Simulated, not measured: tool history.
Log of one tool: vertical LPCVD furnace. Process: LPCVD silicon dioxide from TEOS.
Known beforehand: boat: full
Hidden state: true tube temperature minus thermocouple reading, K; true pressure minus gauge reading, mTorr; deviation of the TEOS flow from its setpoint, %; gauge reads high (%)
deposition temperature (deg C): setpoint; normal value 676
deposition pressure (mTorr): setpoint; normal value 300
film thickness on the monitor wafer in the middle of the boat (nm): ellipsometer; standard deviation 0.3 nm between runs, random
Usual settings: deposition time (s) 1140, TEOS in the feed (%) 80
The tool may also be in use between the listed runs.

run	hour	deposition temperature (deg C)	deposition pressure (mTorr)	deposition time (s)	TEOS in the feed (%)	wafers since the last listed run	hours since the last temperature calibration	hours since the pressure gauge was zeroed	hours since the TEOS flow controller was replaced	hours since the gauge calibration	read-back reference wafer on the same gauge, thickness	film thickness on the monitor wafer in the middle of the boat (nm)
1	0.0	676	300	1140	80	0	2035.8	2412.0	2940.7	1478.7	85.70	92.57
2	48.9	676	300	1140	87	754	2084.7	2460.9	2989.6	1527.6	85.76	96.57
3	114.8	676	300	1140	87	1017	2150.6	2526.8	3055.5	1593.5	85.68	96.61
4	140.1	676	300	1140	87	390	2175.9	2552.1	3080.8	1618.8	85.70	97.13
5	185.8	676	280	1140	80	705	2221.6	2597.8	3126.5	1664.5	85.73	89.59
6	209.9	676	300	1140	85	371	2245.7	2621.9	3150.6	1688.6	85.69	95.43
7	244.5	676	300	990	80	534	2280.3	2656.5	3185.2	1723.2	85.68	80.73
8	285.1	676	300	990	80	626	2320.9	2697.1	3225.8	1763.8	85.66	80.34
9	334.6	676	300	1140	80	763	2370.4	2746.6	3275.3	1813.3	85.69	92.74
# hour 378.6: gauge calibrated
10	383.9	676	275	1140	80	760	2419.7	2795.9	3324.6	5.3	85.64	88.96
11	444.3	676	275	1140	80	932	2480.1	2856.3	3385.0	65.7	85.69	88.63
12	489.9	676	275	1140	80	703	2525.7	2901.9	3430.6	111.3	85.71	88.77
# hour 564.1: pressure gauge zeroed
# hour 579.6: thermocouples replaced and temperature profile calibrated
13	701.4	676	300	1140	80	2653	121.8	137.3	3642.1	322.8	85.69	91.19
14	772.7	676	300	1140	80	1100	193.1	208.6	3713.4	394.1	85.62	91.68
15	838.9	676	300	1140	68	1021	259.3	274.8	3779.6	460.3	85.68	84.26
# hour 900.0: TEOS flow controller replaced
16	903.3	676	265	1140	80	623	323.7	339.2	3.3	524.7	85.70	85.13
17	1038.9	676	300	1290	80	2092	459.3	474.8	138.9	660.3	85.66	103.26
18	1074.4	676	300	1140	80	547	494.8	510.3	174.4	695.8	85.73	91.23
19	1135.6	676	300	990	93	944	556.0	571.5	235.6	757.0	85.71	85.63
20	1182.5	676	350	1470	91	723	602.9	618.4	282.5	803.9	85.69	134.35
21	1253.6	676	300	1140	80	1097	674.0	689.5	353.6	875.0	85.69	91.66
22	1293.8	667	330	1140	80	620	714.2	729.7	393.8	915.2	85.67	76.51
23	1332.7	676	300	1140	80	600	753.1	768.6	432.7	954.1	85.70	91.71
24	1377.4	676	300	1560	70	689	797.8	813.3	477.4	998.8	85.69	116.41
25	1420.7	686	320	780	68	668	841.1	856.6	520.7	1042.1	85.62	76.00
26	1463.0	676	250	1260	80	652	883.4	898.9	563.0	1084.4	85.69	92.20
27	1490.2	676	330	1140	72	419	910.6	926.1	590.2	1111.6	85.77	90.79
28	1559.9	686	300	1140	80	1075	980.3	995.8	659.9	1181.3	85.69	116.78
29	1603.2	664	300	1140	75	668	1023.6	1039.1	703.2	1224.6	85.72	65.74
30	1638.4	679	300	1140	80	543	1058.8	1074.3	738.4	1259.8	85.68	98.87

For each run, the measured value with the value that run would have given without the tool's hidden condition subtracted. The run-to-run variation is shared by both, the gauge scatter possibly not:
run	film thickness on the monitor wafer in the middle of the boat (nm)
1	+1.61
2	+1.76
3	+1.87
4	+1.93
5	+1.85
6	+2.01
7	+1.75
8	+1.79
9	+2.16
10	+2.15
11	+2.25
12	+2.33
13	+0.41
14	+0.42
15	+0.40
16	+0.41
17	+0.54
18	+0.49
19	+0.48
20	+0.78
21	+0.57
22	+0.51
23	+0.61
24	+0.81
25	+0.53
26	+0.69
27	+0.70
28	+0.94
29	+0.58
30	+0.88
